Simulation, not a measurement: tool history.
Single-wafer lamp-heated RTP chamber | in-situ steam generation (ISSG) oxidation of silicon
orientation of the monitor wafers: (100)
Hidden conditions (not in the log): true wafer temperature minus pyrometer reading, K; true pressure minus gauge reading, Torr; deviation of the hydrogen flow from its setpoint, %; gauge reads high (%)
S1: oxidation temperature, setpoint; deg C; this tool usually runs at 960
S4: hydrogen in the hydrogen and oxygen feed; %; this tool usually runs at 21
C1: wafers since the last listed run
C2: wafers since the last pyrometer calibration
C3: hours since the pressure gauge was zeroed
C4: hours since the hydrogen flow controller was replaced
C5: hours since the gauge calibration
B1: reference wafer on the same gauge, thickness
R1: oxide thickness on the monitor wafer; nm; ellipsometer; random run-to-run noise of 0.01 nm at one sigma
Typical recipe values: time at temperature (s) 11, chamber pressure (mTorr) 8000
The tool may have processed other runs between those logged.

{"run": 1, "day": 0.0, "S1": 960, "time at temperature (s)": 11, "chamber pressure (mTorr)": 8000, "S4": 21, "C1": 0, "C2": 2344, "C3": 3873.2, "C4": 3308.1, "C5": 29.4, "B1": 3.331, "R1": 3.714}
{"day": 0.262, "done": "pyrometer window cleaned and pyrometer calibrated"}
{"run": 2, "day": 0.658, "S1": 960, "time at temperature (s)": 11, "chamber pressure (mTorr)": 8000, "S4": 21, "C1": 125, "C2": 125, "C3": 3889.0, "C4": 3323.9, "C5": 45.2, "B1": 3.331, "R1": 3.659}
{"run": 3, "day": 0.967, "S1": 960, "time at temperature (s)": 11, "chamber pressure (mTorr)": 8000, "S4": 21, "C1": 97, "C2": 223, "C3": 3896.4, "C4": 3331.3, "C5": 52.6, "B1": 3.331, "R1": 3.647}
{"run": 4, "day": 1.617, "S1": 960, "time at temperature (s)": 11, "chamber pressure (mTorr)": 8000, "S4": 21, "C1": 205, "C2": 428, "C3": 3912.0, "C4": 3346.9, "C5": 68.2, "B1": 3.331, "R1": 3.674}
{"run": 5, "day": 2.325, "S1": 960, "time at temperature (s)": 11, "chamber pressure (mTorr)": 8000, "S4": 21, "C1": 224, "C2": 653, "C3": 3929.0, "C4": 3363.9, "C5": 85.2, "B1": 3.331, "R1": 3.652}
{"day": 2.771, "done": "pressure gauge zeroed"}
{"day": 3.033, "done": "hydrogen flow controller replaced"}
{"run": 6, "day": 3.054, "S1": 960, "time at temperature (s)": 11, "chamber pressure (mTorr)": 8000, "S4": 21, "C1": 43, "C2": 696, "C3": 6.8, "C4": 0.5, "C5": 102.7, "B1": 3.33, "R1": 3.653}
{"run": 7, "day": 3.462, "S1": 946, "time at temperature (s)": 11, "chamber pressure (mTorr)": 8000, "S4": 21, "C1": 129, "C2": 825, "C3": 16.6, "C4": 10.3, "C5": 112.5, "B1": 3.331, "R1": 3.553}
{"day": 3.775, "done": "gauge calibrated"}
{"run": 8, "day": 4.021, "S1": 946, "time at temperature (s)": 11, "chamber pressure (mTorr)": 8000, "S4": 21, "C1": 176, "C2": 1002, "C3": 30.0, "C4": 23.7, "C5": 5.9, "B1": 3.328, "R1": 3.565}
{"run": 9, "day": 4.583, "S1": 960, "time at temperature (s)": 8, "chamber pressure (mTorr)": 8000, "S4": 21, "C1": 178, "C2": 1180, "C3": 43.5, "C4": 37.2, "C5": 19.4, "B1": 3.327, "R1": 3.261}
{"run": 10, "day": 5.25, "S1": 972, "time at temperature (s)": 11, "chamber pressure (mTorr)": 7600, "S4": 12, "C1": 211, "C2": 1391, "C3": 59.5, "C4": 53.2, "C5": 35.4, "B1": 3.329, "R1": 3.305}
{"run": 11, "day": 5.921, "S1": 960, "time at temperature (s)": 13, "chamber pressure (mTorr)": 8000, "S4": 16, "C1": 212, "C2": 1603, "C3": 75.6, "C4": 69.3, "C5": 51.5, "B1": 3.331, "R1": 3.688}
{"day": 6.696, "done": "pyrometer window cleaned and pyrometer calibrated"}
{"run": 12, "day": 6.717, "S1": 952, "time at temperature (s)": 15, "chamber pressure (mTorr)": 7400, "S4": 24, "C1": 146, "C2": 6, "C3": 94.7, "C4": 88.4, "C5": 70.6, "B1": 3.331, "R1": 4.175}
{"run": 13, "day": 6.925, "S1": 944, "time at temperature (s)": 11, "chamber pressure (mTorr)": 7300, "S4": 15, "C1": 65, "C2": 72, "C3": 99.7, "C4": 93.4, "C5": 75.6, "B1": 3.332, "R1": 3.224}
{"run": 14, "day": 7.233, "S1": 960, "time at temperature (s)": 11, "chamber pressure (mTorr)": 8000, "S4": 21, "C1": 97, "C2": 169, "C3": 107.1, "C4": 100.8, "C5": 83.0, "B1": 3.329, "R1": 3.646}
{"run": 15, "day": 7.921, "S1": 967, "time at temperature (s)": 8, "chamber pressure (mTorr)": 9200, "S4": 24, "C1": 217, "C2": 387, "C3": 123.6, "C4": 117.3, "C5": 99.5, "B1": 3.331, "R1": 3.386}
{"run": 16, "day": 8.262, "S1": 960, "time at temperature (s)": 11, "chamber pressure (mTorr)": 8000, "S4": 21, "C1": 108, "C2": 495, "C3": 131.8, "C4": 125.5, "C5": 107.7, "B1": 3.329, "R1": 3.658}
{"run": 17, "day": 8.575, "S1": 978, "time at temperature (s)": 12, "chamber pressure (mTorr)": 7400, "S4": 16, "C1": 98, "C2": 594, "C3": 139.3, "C4": 133.0, "C5": 115.2, "B1": 3.33, "R1": 3.725}

List, for all runs, the conditions of the tool that the log does not record:
true pressure minus gauge reading, Torr: 0 at every run
deviation of the hydrogen flow from its setpoint, %: 0 at every run
gauge reads high (%): 0 at every run
H1: true wafer temperature minus pyrometer reading, K
run=1 H1=6.99
run=2 H1=0.341
run=3 H1=0.603
run=4 H1=1.16
run=5 H1=1.76
run=6 H1=2.38
run=7 H1=2.73
run=8 H1=3.2
run=9 H1=3.68
run=10 H1=4.25
run=11 H1=4.82
run=12 H1=0.593
run=13 H1=0.771
run=14 H1=1.03
run=15 H1=1.62
run=16 H1=1.91
run=17 H1=2.18
